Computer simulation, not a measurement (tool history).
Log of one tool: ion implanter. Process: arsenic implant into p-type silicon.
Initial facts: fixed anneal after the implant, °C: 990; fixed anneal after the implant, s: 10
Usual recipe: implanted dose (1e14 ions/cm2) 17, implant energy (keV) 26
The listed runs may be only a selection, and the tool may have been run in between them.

run	hour	implanted dose (1e14 ions/cm2)	implant energy (keV)	read-back reference wafer on the same gauge, sheet resistance	sheet resistance of the implanted and annealed layer (ohm/square)
1	0	18.67	19	117.97	129.66
2	11.1	18.67	19	117.96	128.93
3	26.4	17	26	118.15	113.62
4	38.8	17	26	118.11	114.92
# hour 48.9: Faraday cup replaced and dose calibrated
5	49.4	17	26	117.89	113.79
6	59.6	17	23	117.92	120.97
7	71.8	17	26	117.91	113.22
8	81.2	17	26	118.03	112.29
9	98.7	17	26	117.88	113.41
10	114	19.45	26	117.99	110.64
11	127.3	19.45	26	118.05	109.88
12	140.3	19.45	26	117.97	110.95
13	158.3	17	26	117.96	113.88
# hour 179.3: gauge calibrated
14	186.7	21.9	28.5	118.1	103.79
15	200.7	21.26	26	118.07	109.3
16	216.4	17	26	118.03	113.36
17	229.5	20.34	26	118.1	109.49
18	240.9	17	26	117.97	112.35
19	247.9	21.77	26	118.06	108.42
20	262	21.77	26	118.04	108.34
21	277.4	19.18	17	117.97	135.15
22	286.1	17	26	117.94	112.78
23	301.2	22.03	18.5	118.03	127.37
24	347.3	13.51	23	117.93	126.52
# hour 375.3: extraction supply calibrated
25	377.3	14.26	29	117.98	113.51
26	394	14.23	29	118	112.3
27	407.6	17	26	117.95	112.95
28	423.2	21.95	19.5	117.95	124.36
29	439.3	12.67	29	117.94	118.53
30	447.5	17	19.5	118.11	130.04
31	457.9	17	26	117.98	112.56
32	474.8	17	33	117.91	101.76
33	482.1	17	30.5	117.95	105.37
34	499.7	18.74	26	117.96	110.46
35	508.7	21.52	21	117.89	121.06
36	516.4	17	26	118.09	113.07
37	531.7	19.79	20.5	117.95	124.58
38	541.3	17	26	117.97	113.47

Predict each of these 3 candidate next runs independently; none follows another, all start after run 38:
A	541.7	18.62	26	?	?
B	541.7	20.21	33.5	?	?
C	541.7	20.66	35	?	?

run	read-back reference wafer on the same gauge, sheet resistance	sheet resistance of the implanted and annealed layer (ohm/square)
A	117.97	111.69
B	117.97	97.16
C	117.97	94.72
Take away the tool's hidden state, keep each run's random variation, and the runs would have read:
run	sheet resistance of the implanted and annealed layer (ohm/square)
A	111.69
B	97.16
C	94.72

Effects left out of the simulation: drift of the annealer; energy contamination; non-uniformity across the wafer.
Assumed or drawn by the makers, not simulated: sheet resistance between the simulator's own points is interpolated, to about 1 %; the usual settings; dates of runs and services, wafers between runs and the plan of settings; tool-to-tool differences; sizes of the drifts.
